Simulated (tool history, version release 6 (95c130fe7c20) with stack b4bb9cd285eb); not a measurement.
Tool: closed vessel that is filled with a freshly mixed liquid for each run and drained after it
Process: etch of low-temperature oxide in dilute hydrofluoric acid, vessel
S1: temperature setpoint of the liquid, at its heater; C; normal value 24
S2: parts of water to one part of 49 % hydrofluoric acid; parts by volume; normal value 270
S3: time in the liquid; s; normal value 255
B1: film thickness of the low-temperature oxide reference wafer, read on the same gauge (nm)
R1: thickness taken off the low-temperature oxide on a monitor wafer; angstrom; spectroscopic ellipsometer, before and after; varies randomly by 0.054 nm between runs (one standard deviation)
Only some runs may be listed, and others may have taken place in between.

Run 1, hour 0: usual settings but S2 360 parts by volume; B1 130.02. Result: R1 104.9 angstrom.
Run 2, hour 62.1: usual settings but S2 360 parts by volume; B1 130.01. Result: R1 105.2 angstrom.
Run 3, hour 123.9: usual settings but S2 360 parts by volume; B1 129.97. Result: R1 105.2 angstrom.
Run 4, hour 156.2: usual settings; B1 130.01. Result: R1 152.3 angstrom.
Run 5, hour 197.6: usual settings; B1 129.98. Result: R1 153.5 angstrom.
Run 6, hour 234.3: usual settings; B1 129.96. Result: R1 153.2 angstrom.
Run 7, hour 270.3: usual settings; B1 129.99. Result: R1 153.5 angstrom.
Run 8, hour 341.3: usual settings; B1 129.98. Result: R1 153.6 angstrom.
Run 9, hour 371.6: usual settings; B1 129.97. Result: R1 154 angstrom.
At hour 386.7: hydrofluoric acid flow meter replaced.
Run 10, hour 417.7: usual settings but S3 140 s; B1 130.02. Result: R1 81.3 angstrom.
At hour 421.5: gauge calibrated.
Run 11, hour 451.9: usual settings but S1 22 C, S2 205 parts by volume, S3 300 s; B1 129.99. Result: R1 226 angstrom.
Run 12, hour 496.3: usual settings; B1 129.97. Result: R1 147.8 angstrom.
Run 13, hour 541.7: usual settings; B1 129.99. Result: R1 148.2 angstrom.
Run 14, hour 584.3: usual settings but S1 25.5 C, S2 155 parts by volume, S3 335 s; B1 129.99. Result: R1 407.4 angstrom.
At hour 617.8: thermometer replaced.
Run 15, hour 643.2: usual settings but S3 340 s; B1 130. Result: R1 199.3 angstrom.
Run 16, hour 674: usual settings but S2 170 parts by volume, S3 325 s; B1 129.99. Result: R1 333.5 angstrom.
Run 17, hour 730.2: usual settings but S1 28.5 C, S3 190 s; B1 130.01. Result: R1 129.6 angstrom.
Run 18, hour 778.4: usual settings but S2 355 parts by volume; B1 129.96. Result: R1 104.8 angstrom.
Run 19, hour 808.2: usual settings but S1 25.5 C, S2 325 parts by volume; B1 130. Result: R1 124.7 angstrom.
Run 20, hour 856.4: usual settings but S2 360 parts by volume; B1 130. Result: R1 103.4 angstrom.
Run 21, hour 903.1: usual settings; B1 130.01. Result: R1 150.1 angstrom.

Branching from run 21: 4 alternative next runs. What would each branch give?
Run A, hour 903.8: usual settings but S3 135 s; B1 ?. Result: R1 ?.
Run B, hour 903.8: usual settings but S2 375 parts by volume; B1 ?. Result: R1 ?.
Run C, hour 903.8: usual settings but S2 185 parts by volume, S3 410 s; B1 ?. Result: R1 ?.
Run D, hour 903.8: usual settings but S3 375 s; B1 ?. Result: R1 ?.

run      B1     R1
  A  130.01   79.4
  B  130.01   97.8
  C  130.01  384.4
  D  130.01  220.7
The same runs, with their run-to-run variation unchanged, on a tool lacking any hidden condition would have given:
run     R1
  A   77.9
  B   95.8
  C  377.2
  D  216.3

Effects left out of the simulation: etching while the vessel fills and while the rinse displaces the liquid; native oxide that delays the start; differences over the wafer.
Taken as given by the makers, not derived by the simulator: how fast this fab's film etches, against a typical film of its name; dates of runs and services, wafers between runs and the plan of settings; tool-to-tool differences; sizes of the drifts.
